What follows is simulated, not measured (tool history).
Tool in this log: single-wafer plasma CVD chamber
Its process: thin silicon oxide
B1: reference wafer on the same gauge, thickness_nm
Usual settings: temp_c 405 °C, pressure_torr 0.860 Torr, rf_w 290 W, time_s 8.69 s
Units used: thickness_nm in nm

Run 1, hour 0.0: usual settings but pressure_torr 0.962 Torr; B1 16.986. Result: thickness_nm 16.980 nm.
Run 2, hour 19.2: usual settings but pressure_torr 0.962 Torr; B1 17.001. Result: thickness_nm 16.947 nm.
Run 3, hour 35.2: usual settings but pressure_torr 0.962 Torr; B1 17.016. Result: thickness_nm 16.971 nm.
Run 4, hour 66.3: usual settings but temp_c 416 °C, rf_w 270 W; B1 16.997. Result: thickness_nm 14.734 nm.
Run 5, hour 100.1: usual settings but temp_c 416 °C, rf_w 270 W; B1 16.991. Result: thickness_nm 14.734 nm.
Run 6, hour 122.4: usual settings; B1 17.004. Result: thickness_nm 15.417 nm.
Run 7, hour 157.4: usual settings; B1 16.995. Result: thickness_nm 15.387 nm.
Run 8, hour 177.0: usual settings but pressure_torr 0.990 Torr; B1 17.007. Result: thickness_nm 16.986 nm.
Run 9, hour 212.5: usual settings but pressure_torr 0.990 Torr; B1 17.014. Result: thickness_nm 16.961 nm.
Run 10, hour 236.8: usual settings but pressure_torr 0.979 Torr; B1 17.016. Result: thickness_nm 16.851 nm.
At hour 254.5: showerhead replaced.
Run 11, hour 255.0: usual settings; B1 17.026. Result: thickness_nm 15.156 nm.
Run 12, hour 319.1: usual settings but rf_w 310 W; B1 16.999. Result: thickness_nm 15.609 nm.
At hour 328.8: thermocouple changed; heater temperature recalibrated.
At hour 329.2: RF generator calibrated.
Run 13, hour 333.0: usual settings but pressure_torr 1.059 Torr, rf_w 320 W; B1 16.974. Result: thickness_nm 19.344 nm.
Run 14, hour 351.5: usual settings but pressure_torr 0.768 Torr; B1 16.984. Result: thickness_nm 14.339 nm.
Run 15, hour 368.1: usual settings but temp_c 393 °C, rf_w 255 W, time_s 10.11 s; B1 17.004. Result: thickness_nm 17.391 nm.
Run 16, hour 401.7: usual settings but pressure_torr 1.070 Torr; B1 16.990. Result: thickness_nm 18.503 nm.
Run 17, hour 430.0: usual settings but temp_c 413 °C, rf_w 335 W; B1 16.993. Result: thickness_nm 16.730 nm.
Run 18, hour 446.2: usual settings but temp_c 419 °C, pressure_torr 1.064 Torr; B1 16.982. Result: thickness_nm 18.388 nm.
At hour 467.7: capacitance manometer re-zeroed and calibrated.
Run 19, hour 468.2: usual settings; B1 17.011. Result: thickness_nm 16.685 nm.
At hour 495.0: gauge calibrated.
Run 20, hour 536.8: usual settings but temp_c 413 °C, pressure_torr 0.698 Torr, time_s 7.68 s; B1 16.997. Result: thickness_nm 12.436 nm.
Run 21, hour 553.3: usual settings; B1 17.015. Result: thickness_nm 16.736 nm.
Run 22, hour 589.3: usual settings but temp_c 409 °C, pressure_torr 0.741 Torr, rf_w 330 W, time_s 9.32 s; B1 17.006. Result: thickness_nm 16.990 nm.
Run 23, hour 688.0: usual settings; B1 17.003. Result: thickness_nm 16.660 nm.
Run 24, hour 707.1: usual settings; B1 17.002. Result: thickness_nm 16.657 nm.
Run 25, hour 722.2: usual settings but temp_c 393 °C, pressure_torr 0.962 Torr, rf_w 255 W, time_s 9.39 s; B1 16.998. Result: thickness_nm 18.334 nm.
Run 26, hour 752.6: usual settings but temp_c 410 °C, pressure_torr 0.992 Torr, rf_w 325 W, time_s 10.33 s; B1 17.003. Result: thickness_nm 23.061 nm.
Run 27, hour 772.0: usual settings but temp_c 393 °C, rf_w 255 W, time_s 10.11 s; B1 17.003. Result: thickness_nm 18.242 nm.
Run 28, hour 799.5: usual settings but temp_c 417 °C; B1 16.985. Result: thickness_nm 16.498 nm.
Run 29, hour 827.7: usual settings but temp_c 414 °C; B1 17.003. Result: thickness_nm 16.423 nm.

Some steps in thickness_nm, run to run, broken into two amounts with sign: the step expected even without the hidden condition (settings, incoming material, random variation), and the rest, left for the hidden condition together with whatever gauge scatter is not in both the measured and the hidden-condition-free result:
The tool's hidden condition here consists of: wafer temperature above the value expected at the setpoint (K); delivered RF power above the setpoint (%); true pressure above the setpoint (%); gauge reads high (%).
Run 12 -> 13: pressure_torr 0.860 -> 1.059, rf_w 310 -> 320, thermocouple changed; heater temperature recalibrated, RF generator calibrated. thickness_nm +3.735 nm: hidden state +0.783, all else +2.952.
Run 13 -> 14: pressure_torr 1.059 -> 0.768, rf_w 320 -> 290. thickness_nm -5.005 nm: hidden state -0.050, all else -4.955.
Run 18 -> 19: temp_c 419 -> 405, pressure_torr 1.064 -> 0.860, capacitance manometer re-zeroed and calibrated. thickness_nm -1.703 nm: hidden state +0.933, all else -2.636.
Run 26 -> 27: temp_c 410 -> 393, pressure_torr 0.992 -> 0.860, rf_w 325 -> 255, time_s 10.33 -> 10.11. thickness_nm -4.819 nm: hidden state +0.018, all else -4.837.
